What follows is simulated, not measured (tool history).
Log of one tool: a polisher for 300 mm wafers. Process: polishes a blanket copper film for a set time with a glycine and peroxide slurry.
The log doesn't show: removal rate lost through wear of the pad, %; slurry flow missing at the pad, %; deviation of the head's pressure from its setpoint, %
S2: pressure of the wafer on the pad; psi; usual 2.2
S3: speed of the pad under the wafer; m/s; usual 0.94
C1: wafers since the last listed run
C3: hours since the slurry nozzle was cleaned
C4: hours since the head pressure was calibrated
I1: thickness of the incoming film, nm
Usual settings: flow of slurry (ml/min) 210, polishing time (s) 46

{"run": 1, "hour": 0.0, "flow of slurry (ml/min)": 210, "S2": 2.2, "S3": 0.94, "polishing time (s)": 35, "C1": 0, "wafers polished on this pad": 697, "C3": 190.0, "C4": 1118.6, "I1": 1072.2, "film removed (Å)": 1295}
{"run": 2, "hour": 19.4, "flow of slurry (ml/min)": 210, "S2": 2.2, "S3": 0.94, "polishing time (s)": 35, "C1": 135, "wafers polished on this pad": 833, "C3": 209.4, "C4": 1138.0, "I1": 1065.5, "film removed (Å)": 1284}
{"run": 3, "hour": 30.2, "flow of slurry (ml/min)": 210, "S2": 2.2, "S3": 0.94, "polishing time (s)": 35, "C1": 75, "wafers polished on this pad": 908, "C3": 220.2, "C4": 1148.8, "I1": 1084.3, "film removed (Å)": 1278}
{"run": 4, "hour": 41.4, "flow of slurry (ml/min)": 210, "S2": 2.2, "S3": 0.94, "polishing time (s)": 46, "C1": 78, "wafers polished on this pad": 987, "C3": 231.4, "C4": 1160.0, "I1": 1055.6, "film removed (Å)": 1642}
{"hour": 53.8, "done": "worn pad replaced by a new one"}
{"run": 5, "hour": 56.4, "flow of slurry (ml/min)": 210, "S2": 2.2, "S3": 0.94, "polishing time (s)": 46, "C1": 76, "wafers polished on this pad": 18, "C3": 246.4, "C4": 1175.0, "I1": 1048.5, "film removed (Å)": 1917}
{"run": 6, "hour": 72.5, "flow of slurry (ml/min)": 210, "S2": 2.2, "S3": 0.94, "polishing time (s)": 46, "C1": 112, "wafers polished on this pad": 131, "C3": 262.5, "C4": 1191.1, "I1": 1060.3, "film removed (Å)": 1884}
{"run": 7, "hour": 79.1, "flow of slurry (ml/min)": 190, "S2": 2.2, "S3": 0.94, "polishing time (s)": 37, "C1": 46, "wafers polished on this pad": 177, "C3": 269.1, "C4": 1197.7, "I1": 1060.1, "film removed (Å)": 1482}
{"run": 8, "hour": 96.0, "flow of slurry (ml/min)": 190, "S2": 2.2, "S3": 0.94, "polishing time (s)": 37, "C1": 118, "wafers polished on this pad": 295, "C3": 286.0, "C4": 1214.6, "I1": 1074.3, "film removed (Å)": 1431}
{"run": 9, "hour": 111.5, "flow of slurry (ml/min)": 165, "S2": 2.2, "S3": 0.94, "polishing time (s)": 46, "C1": 108, "wafers polished on this pad": 403, "C3": 301.5, "C4": 1230.1, "I1": 1079.7, "film removed (Å)": 1753}
{"run": 10, "hour": 119.0, "flow of slurry (ml/min)": 265, "S2": 2.2, "S3": 0.72, "polishing time (s)": 46, "C1": 52, "wafers polished on this pad": 456, "C3": 309.0, "C4": 1237.6, "I1": 1088.4, "film removed (Å)": 1489}
{"run": 11, "hour": 131.3, "flow of slurry (ml/min)": 265, "S2": 2.2, "S3": 0.94, "polishing time (s)": 46, "C1": 86, "wafers polished on this pad": 542, "C3": 321.3, "C4": 1249.9, "I1": 1074.0, "film removed (Å)": 1815}
{"run": 12, "hour": 148.4, "flow of slurry (ml/min)": 210, "S2": 2.2, "S3": 0.82, "polishing time (s)": 46, "C1": 119, "wafers polished on this pad": 661, "C3": 338.4, "C4": 1267.0, "I1": 1087.8, "film removed (Å)": 1581}
{"run": 13, "hour": 159.4, "flow of slurry (ml/min)": 210, "S2": 2.2, "S3": 0.82, "polishing time (s)": 46, "C1": 76, "wafers polished on this pad": 738, "C3": 349.4, "C4": 1278.0, "I1": 1085.6, "film removed (Å)": 1566}
{"hour": 164.4, "done": "slurry nozzle cleaned"}
{"run": 14, "hour": 171.8, "flow of slurry (ml/min)": 210, "S2": 2.2, "S3": 0.82, "polishing time (s)": 46, "C1": 79, "wafers polished on this pad": 818, "C3": 7.4, "C4": 1290.4, "I1": 1091.6, "film removed (Å)": 1547}
{"run": 15, "hour": 186.3, "flow of slurry (ml/min)": 210, "S2": 2.2, "S3": 0.82, "polishing time (s)": 46, "C1": 101, "wafers polished on this pad": 919, "C3": 21.9, "C4": 1304.9, "I1": 1085.3, "film removed (Å)": 1514}
{"run": 16, "hour": 193.5, "flow of slurry (ml/min)": 210, "S2": 1.5, "S3": 0.94, "polishing time (s)": 46, "C1": 50, "wafers polished on this pad": 970, "C3": 29.1, "C4": 1312.1, "I1": 1072.7, "film removed (Å)": 1265}
{"hour": 204.6, "done": "head pressure recalibrated"}
{"hour": 207.6, "done": "worn pad replaced by a new one"}
{"run": 17, "hour": 236.1, "flow of slurry (ml/min)": 210, "S2": 2.2, "S3": 0.94, "polishing time (s)": 41, "C1": 262, "wafers polished on this pad": 198, "C3": 71.7, "C4": 31.5, "I1": 1058.0, "film removed (Å)": 1639}
{"run": 18, "hour": 245.9, "flow of slurry (ml/min)": 210, "S2": 2.2, "S3": 0.82, "polishing time (s)": 46, "C1": 68, "wafers polished on this pad": 267, "C3": 81.5, "C4": 41.3, "I1": 1056.6, "film removed (Å)": 1671}
{"run": 19, "hour": 254.8, "flow of slurry (ml/min)": 210, "S2": 2.5, "S3": 0.68, "polishing time (s)": 37, "C1": 62, "wafers polished on this pad": 329, "C3": 90.4, "C4": 50.2, "I1": 1082.0, "film removed (Å)": 1240}
{"run": 20, "hour": 271.4, "flow of slurry (ml/min)": 245, "S2": 2.2, "S3": 0.94, "polishing time (s)": 46, "C1": 116, "wafers polished on this pad": 445, "C3": 107.0, "C4": 66.8, "I1": 1079.8, "film removed (Å)": 1827}
{"run": 21, "hour": 287.5, "flow of slurry (ml/min)": 210, "S2": 2.2, "S3": 0.94, "polishing time (s)": 61, "C1": 112, "wafers polished on this pad": 558, "C3": 123.1, "C4": 82.9, "I1": 1086.8, "film removed (Å)": 2320}
{"run": 22, "hour": 296.8, "flow of slurry (ml/min)": 210, "S2": 2.2, "S3": 0.94, "polishing time (s)": 46, "C1": 65, "wafers polished on this pad": 623, "C3": 132.4, "C4": 92.2, "I1": 1079.5, "film removed (Å)": 1784}
{"run": 23, "hour": 307.3, "flow of slurry (ml/min)": 250, "S2": 2.2, "S3": 0.64, "polishing time (s)": 46, "C1": 73, "wafers polished on this pad": 696, "C3": 142.9, "C4": 102.7, "I1": 1083.9, "film removed (Å)": 1329}
{"run": 24, "hour": 323.5, "flow of slurry (ml/min)": 210, "S2": 2.2, "S3": 0.94, "polishing time (s)": 46, "C1": 113, "wafers polished on this pad": 810, "C3": 159.1, "C4": 118.9, "I1": 1092.4, "film removed (Å)": 1747}
{"hour": 341.2, "done": "worn pad replaced by a new one"}
{"run": 25, "hour": 341.7, "flow of slurry (ml/min)": 135, "S2": 2.5, "S3": 1.06, "polishing time (s)": 58, "C1": 99, "wafers polished on this pad": 3, "C3": 177.3, "C4": 137.1, "I1": 1060.0, "film removed (Å)": 2709}
{"run": 26, "hour": 347.8, "flow of slurry (ml/min)": 265, "S2": 1.5, "S3": 1.2, "polishing time (s)": 38, "C1": 42, "wafers polished on this pad": 46, "C3": 183.4, "C4": 143.2, "I1": 1045.3, "film removed (Å)": 1430}
{"run": 27, "hour": 360.4, "flow of slurry (ml/min)": 210, "S2": 1.4, "S3": 0.64, "polishing time (s)": 62, "C1": 88, "wafers polished on this pad": 134, "C3": 196.0, "C4": 155.8, "I1": 1061.5, "film removed (Å)": 1407}
{"run": 28, "hour": 376.5, "flow of slurry (ml/min)": 210, "S2": 1.8, "S3": 0.94, "polishing time (s)": 52, "C1": 112, "wafers polished on this pad": 246, "C3": 212.1, "C4": 171.9, "I1": 1056.2, "film removed (Å)": 1826}

Measured less the same run without the tool's hidden state. The same run-to-run variation is in both; the gauge's scatter may not be:
run=1 film_removed_(Å)=-146
run=2 film_removed_(Å)=-171
run=3 film_removed_(Å)=-187
run=4 film_removed_(Å)=-261
run=5 film_removed_(Å)=-8
run=6 film_removed_(Å)=-34
run=7 film_removed_(Å)=-36
run=8 film_removed_(Å)=-57
run=9 film_removed_(Å)=-96
run=10 film_removed_(Å)=-93
run=11 film_removed_(Å)=-135
run=12 film_removed_(Å)=-146
run=13 film_removed_(Å)=-164
run=14 film_removed_(Å)=-182
run=15 film_removed_(Å)=-202
run=16 film_removed_(Å)=-179
run=17 film_removed_(Å)=-45
run=18 film_removed_(Å)=-61
run=19 film_removed_(Å)=-56
run=20 film_removed_(Å)=-112
run=21 film_removed_(Å)=-180
run=22 film_removed_(Å)=-156
run=23 film_removed_(Å)=-131
run=24 film_removed_(Å)=-202
run=25 film_removed_(Å)=-4
run=26 film_removed_(Å)=-9
run=27 film_removed_(Å)=-25
run=28 film_removed_(Å)=-60
